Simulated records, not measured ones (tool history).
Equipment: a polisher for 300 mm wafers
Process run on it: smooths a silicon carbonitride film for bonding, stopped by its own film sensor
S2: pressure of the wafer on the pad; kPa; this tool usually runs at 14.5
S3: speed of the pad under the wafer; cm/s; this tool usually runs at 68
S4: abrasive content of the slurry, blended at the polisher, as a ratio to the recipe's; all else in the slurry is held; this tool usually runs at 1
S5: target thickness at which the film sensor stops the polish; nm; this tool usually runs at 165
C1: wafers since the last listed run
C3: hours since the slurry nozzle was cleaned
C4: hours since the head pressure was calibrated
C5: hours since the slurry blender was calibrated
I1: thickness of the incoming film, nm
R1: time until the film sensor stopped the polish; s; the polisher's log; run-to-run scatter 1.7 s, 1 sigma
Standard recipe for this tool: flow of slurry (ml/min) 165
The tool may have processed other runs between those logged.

{"run": 1, "hour": 0.0, "flow of slurry (ml/min)": 165, "S2": 14.5, "S3": 68, "S4": 0.85, "S5": 165, "C1": 0, "wafers polished on this pad": 156, "C3": 529.2, "C4": 1267.4, "C5": 21.6, "I1": 192.5, "R1": 155.2}
{"hour": 68.8, "done": "worn pad replaced by a new one"}
{"run": 2, "hour": 83.0, "flow of slurry (ml/min)": 165, "S2": 14.5, "S3": 68, "S4": 1, "S5": 165, "C1": 918, "wafers polished on this pad": 164, "C3": 612.2, "C4": 1350.4, "C5": 104.6, "I1": 191.2, "R1": 134.6}
{"run": 3, "hour": 112.0, "flow of slurry (ml/min)": 165, "S2": 14.5, "S3": 68, "S4": 1, "S5": 165, "C1": 337, "wafers polished on this pad": 501, "C3": 641.2, "C4": 1379.4, "C5": 133.6, "I1": 190, "R1": 127.3}
{"run": 4, "hour": 134.2, "flow of slurry (ml/min)": 165, "S2": 14.5, "S3": 68, "S4": 1, "S5": 165, "C1": 258, "wafers polished on this pad": 759, "C3": 663.4, "C4": 1401.6, "C5": 155.8, "I1": 189.6, "R1": 128.2}
{"run": 5, "hour": 152.3, "flow of slurry (ml/min)": 205, "S2": 14.5, "S3": 68, "S4": 1, "S5": 165, "C1": 210, "wafers polished on this pad": 970, "C3": 681.5, "C4": 1419.7, "C5": 173.9, "I1": 189.7, "R1": 125.7}
{"hour": 157.0, "done": "worn pad replaced by a new one"}
{"run": 6, "hour": 167.3, "flow of slurry (ml/min)": 205, "S2": 14.5, "S3": 68, "S4": 1, "S5": 165, "C1": 127, "wafers polished on this pad": 120, "C3": 696.5, "C4": 1434.7, "C5": 188.9, "I1": 194.2, "R1": 144.6}
{"hour": 178.6, "done": "slurry nozzle cleaned"}
{"run": 7, "hour": 198.4, "flow of slurry (ml/min)": 205, "S2": 14.5, "S3": 68, "S4": 1, "S5": 165, "C1": 349, "wafers polished on this pad": 470, "C3": 19.8, "C4": 1465.8, "C5": 220, "I1": 186.7, "R1": 106.9}
{"run": 8, "hour": 219.5, "flow of slurry (ml/min)": 165, "S2": 11, "S3": 68, "S4": 1, "S5": 165, "C1": 245, "wafers polished on this pad": 715, "C3": 40.9, "C4": 1486.9, "C5": 241.1, "I1": 190.7, "R1": 172.4}
{"run": 9, "hour": 236.1, "flow of slurry (ml/min)": 165, "S2": 14.5, "S3": 68, "S4": 1, "S5": 165, "C1": 192, "wafers polished on this pad": 908, "C3": 57.5, "C4": 1503.5, "C5": 257.7, "I1": 192.9, "R1": 146.4}
{"hour": 259.4, "done": "head pressure recalibrated"}
{"hour": 261.6, "done": "worn pad replaced by a new one"}
{"run": 10, "hour": 263.1, "flow of slurry (ml/min)": 165, "S2": 14.5, "S3": 68, "S4": 1.25, "S5": 170, "C1": 264, "wafers polished on this pad": 17, "C3": 84.5, "C4": 3.7, "C5": 284.7, "I1": 186.9, "R1": 81.1}
{"hour": 271.4, "done": "slurry blender recalibrated"}
{"run": 11, "hour": 288.3, "flow of slurry (ml/min)": 165, "S2": 14.5, "S3": 82, "S4": 1, "S5": 160, "C1": 269, "wafers polished on this pad": 286, "C3": 109.7, "C4": 28.9, "C5": 16.9, "I1": 190.1, "R1": 132.8}
{"run": 12, "hour": 320.7, "flow of slurry (ml/min)": 165, "S2": 13.1, "S3": 68, "S4": 1, "S5": 165, "C1": 376, "wafers polished on this pad": 663, "C3": 142.1, "C4": 61.3, "C5": 49.3, "I1": 185.8, "R1": 119.1}
{"run": 13, "hour": 338.2, "flow of slurry (ml/min)": 130, "S2": 14.5, "S3": 68, "S4": 1, "S5": 165, "C1": 203, "wafers polished on this pad": 867, "C3": 159.6, "C4": 78.8, "C5": 66.8, "I1": 187.5, "R1": 122.7}
{"hour": 367.0, "done": "worn pad replaced by a new one"}
{"run": 14, "hour": 392.1, "flow of slurry (ml/min)": 165, "S2": 17.9, "S3": 68, "S4": 0.85, "S5": 165, "C1": 580, "wafers polished on this pad": 291, "C3": 213.5, "C4": 132.7, "C5": 120.7, "I1": 187.3, "R1": 103.5}
{"run": 15, "hour": 418.1, "flow of slurry (ml/min)": 165, "S2": 14.5, "S3": 68, "S4": 1, "S5": 165, "C1": 302, "wafers polished on this pad": 593, "C3": 239.5, "C4": 158.7, "C5": 146.7, "I1": 192, "R1": 141.2}
{"run": 16, "hour": 433.8, "flow of slurry (ml/min)": 165, "S2": 14.5, "S3": 82, "S4": 1, "S5": 160, "C1": 182, "wafers polished on this pad": 776, "C3": 255.2, "C4": 174.4, "C5": 162.4, "I1": 190.3, "R1": 132.1}
{"run": 17, "hour": 446.3, "flow of slurry (ml/min)": 165, "S2": 14.5, "S3": 76, "S4": 0.75, "S5": 161, "C1": 145, "wafers polished on this pad": 921, "C3": 267.7, "C4": 186.9, "C5": 174.9, "I1": 188.3, "R1": 146.9}
{"hour": 455.0, "done": "worn pad replaced by a new one"}
{"run": 18, "hour": 481.6, "flow of slurry (ml/min)": 210, "S2": 14.5, "S3": 46, "S4": 1, "S5": 165, "C1": 363, "wafers polished on this pad": 308, "C3": 303, "C4": 222.2, "C5": 210.2, "I1": 193.4, "R1": 192}

Branching from run 18: 5 alternative next runs. What would each branch give?
{"run": "A", "hour": 482.1, "flow of slurry (ml/min)": 115, "S2": 14.5, "S3": 68, "S4": 1, "S5": 165, "C1": 5, "wafers polished on this pad": 314, "C3": 303.5, "C4": 222.7, "C5": 210.7, "I1": 189.9, "R1": "?"}
{"run": "B", "hour": 482.1, "flow of slurry (ml/min)": 165, "S2": 14.5, "S3": 68, "S4": 1, "S5": 169, "C1": 5, "wafers polished on this pad": 314, "C3": 303.5, "C4": 222.7, "C5": 210.7, "I1": 189.9, "R1": "?"}
{"run": "C", "hour": 482.1, "flow of slurry (ml/min)": 165, "S2": 17.9, "S3": 68, "S4": 1, "S5": 165, "C1": 5, "wafers polished on this pad": 314, "C3": 303.5, "C4": 222.7, "C5": 210.7, "I1": 189.9, "R1": "?"}
{"run": "D", "hour": 482.1, "flow of slurry (ml/min)": 140, "S2": 14.5, "S3": 68, "S4": 1, "S5": 165, "C1": 5, "wafers polished on this pad": 314, "C3": 303.5, "C4": 222.7, "C5": 210.7, "I1": 189.9, "R1": "?"}
{"run": "E", "hour": 482.1, "flow of slurry (ml/min)": 165, "S2": 14.5, "S3": 92, "S4": 1, "S5": 159, "C1": 5, "wafers polished on this pad": 314, "C3": 303.5, "C4": 222.7, "C5": 210.7, "I1": 189.9, "R1": "?"}

run=A R1=136.4
run=B R1=107.1
run=C R1=103
run=D R1=131.1
run=E R1=124.3
Had the tool no hidden state, the same runs would have come out as:
run=A R1=136.4
run=B R1=107.1
run=C R1=103
run=D R1=131.1
run=E R1=124.3
